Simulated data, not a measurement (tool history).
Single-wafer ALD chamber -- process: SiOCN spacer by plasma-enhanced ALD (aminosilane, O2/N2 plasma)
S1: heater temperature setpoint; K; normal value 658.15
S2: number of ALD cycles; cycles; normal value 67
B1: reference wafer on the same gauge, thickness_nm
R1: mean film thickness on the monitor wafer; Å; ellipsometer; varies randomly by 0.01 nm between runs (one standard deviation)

Run 1, day 0: usual settings but S1 653.15 K, S2 76 cycles; B1 4.329. Result: R1 46.88 Å.
Run 2, day 1.275: usual settings but S1 652.15 K; B1 4.321. Result: R1 41.41 Å.
Run 3, day 2.2: usual settings; B1 4.325. Result: R1 41.17 Å.
Run 4, day 3.496: usual settings; B1 4.324. Result: R1 41.28 Å.
Run 5, day 5.412: usual settings but S2 63 cycles; B1 4.318. Result: R1 38.83 Å.
Run 6, day 7.671: usual settings but S2 63 cycles; B1 4.313. Result: R1 38.65 Å.
Run 7, day 9.358: usual settings but S1 652.15 K, S2 63 cycles; B1 4.313. Result: R1 38.93 Å.
Run 8, day 10.117: usual settings but S1 652.15 K, S2 63 cycles; B1 4.313. Result: R1 38.53 Å.
Run 9, day 10.971: usual settings but S1 652.15 K, S2 63 cycles; B1 4.307. Result: R1 38.73 Å.
Run 10, day 11.625: usual settings but S1 651.15 K; B1 4.312. Result: R1 41.09 Å.
Run 11, day 12.754: usual settings but S1 651.15 K; B1 4.308. Result: R1 41.41 Å.
Run 12, day 13.538: usual settings; B1 4.308. Result: R1 41.19 Å.
Run 13, day 14.571: usual settings; B1 4.312. Result: R1 41.34 Å.
Run 14, day 16.012: usual settings; B1 4.31. Result: R1 41.25 Å.
Run 15, day 18.312: usual settings; B1 4.309. Result: R1 41.15 Å.
At day 19.612: thermocouple changed; heater temperature recalibrated.
Run 16, day 19.65: usual settings but S1 667.15 K, S2 70 cycles; B1 4.307. Result: R1 43.2 Å.
Run 17, day 20.379: usual settings; B1 4.305. Result: R1 41.09 Å.
Run 18, day 21.425: usual settings but S1 672.15 K; B1 4.307. Result: R1 40.99 Å.
Run 19, day 22.308: usual settings but S1 646.15 K, S2 77 cycles; B1 4.304. Result: R1 47.39 Å.
At day 22.679: gauge calibrated.
Run 20, day 23.383: usual settings but S1 646.15 K, S2 61 cycles; B1 4.38. Result: R1 38.12 Å.
Run 21, day 24.55: usual settings but S1 668.15 K, S2 60 cycles; B1 4.375. Result: R1 37.63 Å.
Run 22, day 25.533: usual settings but S1 664.15 K, S2 75 cycles; B1 4.371. Result: R1 46.66 Å.
Run 23, day 26.925: usual settings but S1 665.15 K, S2 75 cycles; B1 4.366. Result: R1 46.8 Å.
Run 24, day 28.175: usual settings; B1 4.357. Result: R1 41.69 Å.
Run 25, day 28.688: usual settings; B1 4.355. Result: R1 41.74 Å.
Run 26, day 30.121: usual settings but S1 645.15 K, S2 62 cycles; B1 4.352. Result: R1 38.57 Å.
Run 27, day 31.188: usual settings but S1 645.15 K, S2 58 cycles; B1 4.345. Result: R1 36.1 Å.
Run 28, day 31.804: usual settings; B1 4.347. Result: R1 41.64 Å.
Run 29, day 33.279: usual settings but S1 666.15 K, S2 62 cycles; B1 4.341. Result: R1 38.24 Å.
Run 30, day 34.042: usual settings but S1 665.15 K; B1 4.337. Result: R1 41.42 Å.
Run 31, day 35.333: usual settings but S1 664.15 K, S2 58 cycles; B1 4.332. Result: R1 35.86 Å.

How would selected steps in R1 from run to run divide? Give the signed amount a tool lacking its hidden state would still show from settings, what came in and random variation, and the signed amount left for the hidden state, including any gauge scatter that is not in both of the compared results.
Hidden state at play: wafer temperature above the value expected at the setpoint (K); gauge reads high (%).
Run 18 -> 19: S1 672.15 -> 646.15, S2 67 -> 77. R1 +6.4 Å: hidden state -0.12, all else +6.52.
Run 19 -> 20: S2 77 -> 61, gauge calibrated. R1 -9.27 Å: hidden state +0.89, all else -10.16.
Run 21 -> 22: S1 668.15 -> 664.15, S2 60 -> 75. R1 +9.03 Å: hidden state -0.06, all else +9.09.
Run 22 -> 23: S1 664.15 -> 665.15. R1 +0.14 Å: hidden state -0.08, all else +0.22.

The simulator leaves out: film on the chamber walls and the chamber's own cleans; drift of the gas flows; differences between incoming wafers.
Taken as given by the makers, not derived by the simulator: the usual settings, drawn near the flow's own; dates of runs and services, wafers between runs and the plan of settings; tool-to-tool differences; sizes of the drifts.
